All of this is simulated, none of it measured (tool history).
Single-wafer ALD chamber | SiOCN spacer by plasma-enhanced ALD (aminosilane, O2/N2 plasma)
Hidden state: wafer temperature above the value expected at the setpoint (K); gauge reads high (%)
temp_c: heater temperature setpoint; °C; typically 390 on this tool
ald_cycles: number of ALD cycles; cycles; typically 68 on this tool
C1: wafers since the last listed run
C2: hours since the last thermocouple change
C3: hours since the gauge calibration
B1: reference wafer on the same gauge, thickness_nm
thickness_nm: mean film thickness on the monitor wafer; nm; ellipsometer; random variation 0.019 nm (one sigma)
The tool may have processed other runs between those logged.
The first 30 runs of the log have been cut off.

{"run": 31, "day": 30.729, "temp_c": 376, "ald_cycles": 68, "C1": 70, "C2": 299.2, "C3": 96.3, "B1": 4.248, "thickness_nm": 3.939}
{"run": 32, "day": 31.458, "temp_c": 398, "ald_cycles": 75, "C1": 44, "C2": 316.7, "C3": 113.8, "B1": 4.257, "thickness_nm": 4.389}
{"run": 33, "day": 32.504, "temp_c": 390, "ald_cycles": 68, "C1": 64, "C2": 341.8, "C3": 138.9, "B1": 4.266, "thickness_nm": 3.993}
{"run": 34, "day": 33.633, "temp_c": 382, "ald_cycles": 62, "C1": 69, "C2": 368.9, "C3": 166, "B1": 4.258, "thickness_nm": 3.615}
{"run": 35, "day": 34.696, "temp_c": 375, "ald_cycles": 68, "C1": 65, "C2": 394.4, "C3": 191.5, "B1": 4.254, "thickness_nm": 3.965}
{"run": 36, "day": 35.225, "temp_c": 401, "ald_cycles": 68, "C1": 32, "C2": 407.1, "C3": 204.2, "B1": 4.271, "thickness_nm": 3.93}
{"run": 37, "day": 36.254, "temp_c": 390, "ald_cycles": 68, "C1": 63, "C2": 431.8, "C3": 228.9, "B1": 4.271, "thickness_nm": 3.987}
{"run": 38, "day": 37.458, "temp_c": 396, "ald_cycles": 68, "C1": 73, "C2": 460.7, "C3": 257.8, "B1": 4.253, "thickness_nm": 3.986}
{"run": 39, "day": 38.496, "temp_c": 395, "ald_cycles": 59, "C1": 63, "C2": 485.6, "C3": 282.7, "B1": 4.258, "thickness_nm": 3.458}
{"run": 40, "day": 39.538, "temp_c": 394, "ald_cycles": 55, "C1": 63, "C2": 510.6, "C3": 307.7, "B1": 4.264, "thickness_nm": 3.237}

Predict the results of run 41:
{"run": 41, "day": 40.262, "temp_c": 394, "ald_cycles": 55, "C1": 44, "C2": 528, "C3": 325.1, "B1": "?", "thickness_nm": "?"}

Run 41 gave B1 4.266, thickness_nm 3.209 nm.
Minus the tool's unlogged condition, the same run would have read thickness_nm 3.209 nm.
